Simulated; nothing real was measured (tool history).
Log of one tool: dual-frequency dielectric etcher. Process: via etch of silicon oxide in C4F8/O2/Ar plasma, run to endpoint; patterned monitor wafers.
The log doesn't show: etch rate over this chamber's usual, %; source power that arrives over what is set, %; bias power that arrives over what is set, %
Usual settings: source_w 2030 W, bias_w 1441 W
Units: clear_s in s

| run | hour | source_w | bias_w | wafers since the last listed run | hours since the last wet clean | hours since the last source power generator calibration | hours since the last bias power generator calibration | hours since the last upper electrode change | incoming incoming film thickness, nm | clear_s |
|---|---|---|---|---|---|---|---|---|---|---|
| 1 | 0.0 | 2030 | 1441 | 0 | 128.3 | 1235.1 | 4257.8 | 2610.2 | 1168.4 | 250.6 |
| 2 | 33.2 | 2030 | 1441 | 188 | 161.5 | 1268.3 | 4291.0 | 2643.4 | 1163.2 | 250.8 |
| 3 | 68.4 | 2030 | 1441 | 199 | 196.7 | 1303.5 | 4326.2 | 2678.6 | 1162.8 | 247.9 |
| 4 | 97.4 | 2030 | 1441 | 164 | 225.7 | 1332.5 | 4355.2 | 2707.6 | 1149.0 | 244.8 |
| 5 | 112.2 | 1850 | 1614 | 83 | 240.5 | 1347.3 | 4370.0 | 2722.4 | 1152.1 | 246.1 |
| 6 | 138.9 | 2030 | 1266 | 151 | 267.2 | 1374.0 | 4396.7 | 2749.1 | 1170.3 | 254.0 |
| 7 | 171.3 | 2030 | 1266 | 183 | 299.6 | 1406.4 | 4429.1 | 2781.5 | 1171.2 | 252.3 |
| 8 | 201.8 | 2030 | 1441 | 173 | 330.1 | 1436.9 | 4459.6 | 2812.0 | 1157.7 | 244.0 |
|  | 212.9 | bias power generator calibrated |
| 9 | 229.1 | 2030 | 1441 | 132 | 357.4 | 1464.2 | 16.2 | 2839.3 | 1164.6 | 240.9 |
| 10 | 263.1 | 2030 | 1441 | 192 | 391.4 | 1498.2 | 50.2 | 2873.3 | 1180.5 | 245.0 |
| 11 | 280.5 | 2030 | 1441 | 98 | 408.8 | 1515.6 | 67.6 | 2890.7 | 1158.0 | 245.0 |
| 12 | 313.4 | 2030 | 1441 | 186 | 441.7 | 1548.5 | 100.5 | 2923.6 | 1158.7 | 242.4 |
| 13 | 326.1 | 2030 | 1441 | 72 | 454.4 | 1561.2 | 113.2 | 2936.3 | 1171.6 | 246.2 |
|  | 355.1 | wet clean of the chamber |
|  | 358.7 | source power generator calibrated |
| 14 | 359.2 | 1590 | 1441 | 31 | 4.1 | 0.5 | 146.3 | 2969.4 | 1165.2 | 282.6 |
| 15 | 359.6 | 1810 | 1668 | 2 | 4.5 | 0.9 | 146.7 | 2969.8 | 1165.7 | 261.5 |
| 16 | 390.4 | 1750 | 1083 | 174 | 35.3 | 31.7 | 177.5 | 3000.6 | 1148.7 | 282.1 |
|  | 434.5 | upper electrode replaced |
| 17 | 435.0 | 1560 | 1792 | 116 | 79.9 | 76.3 | 222.1 | 0.5 | 1165.9 | 269.1 |
| 18 | 440.7 | 1890 | 1725 | 32 | 85.6 | 82.0 | 227.8 | 6.2 | 1165.5 | 251.2 |
| 19 | 475.0 | 2030 | 1441 | 194 | 119.9 | 116.3 | 262.1 | 40.5 | 1165.8 | 253.1 |
| 20 | 516.2 | 2420 | 1441 | 233 | 161.1 | 157.5 | 303.3 | 81.7 | 1165.6 | 232.5 |
| 21 | 536.8 | 2460 | 1690 | 116 | 181.7 | 178.1 | 323.9 | 102.3 | 1153.4 | 222.5 |
| 22 | 556.7 | 2030 | 1441 | 112 | 201.6 | 198.0 | 343.8 | 122.2 | 1151.5 | 251.7 |
| 23 | 583.6 | 2030 | 1441 | 152 | 228.5 | 224.9 | 370.7 | 149.1 | 1168.0 | 251.2 |
| 24 | 616.8 | 2030 | 1441 | 188 | 261.7 | 258.1 | 403.9 | 182.3 | 1185.5 | 256.0 |
| 25 | 635.2 | 2270 | 1265 | 104 | 280.1 | 276.5 | 422.3 | 200.7 | 1145.4 | 235.6 |
| 26 | 652.8 | 1890 | 1725 | 99 | 297.7 | 294.1 | 439.9 | 218.3 | 1155.6 | 242.7 |

Forecast each of these 3 alternatives for the next run:
| A | 653.3 | 2030 | 1441 | 2 | 298.2 | 294.6 | 440.4 | 218.8 | 1169.4 | ? |
| B | 653.3 | 1830 | 1641 | 2 | 298.2 | 294.6 | 440.4 | 218.8 | 1169.4 | ? |
| C | 653.3 | 1660 | 1441 | 2 | 298.2 | 294.6 | 440.4 | 218.8 | 1169.4 | ? |

| run | clear_s |
|---|---|
| A | 248.6 |
| B | 253.0 |
| C | 271.0 |
Without the tool's hidden state the same runs would have given:
| run | clear_s |
|---|---|
| A | 255.1 |
| B | 259.6 |
| C | 278.1 |
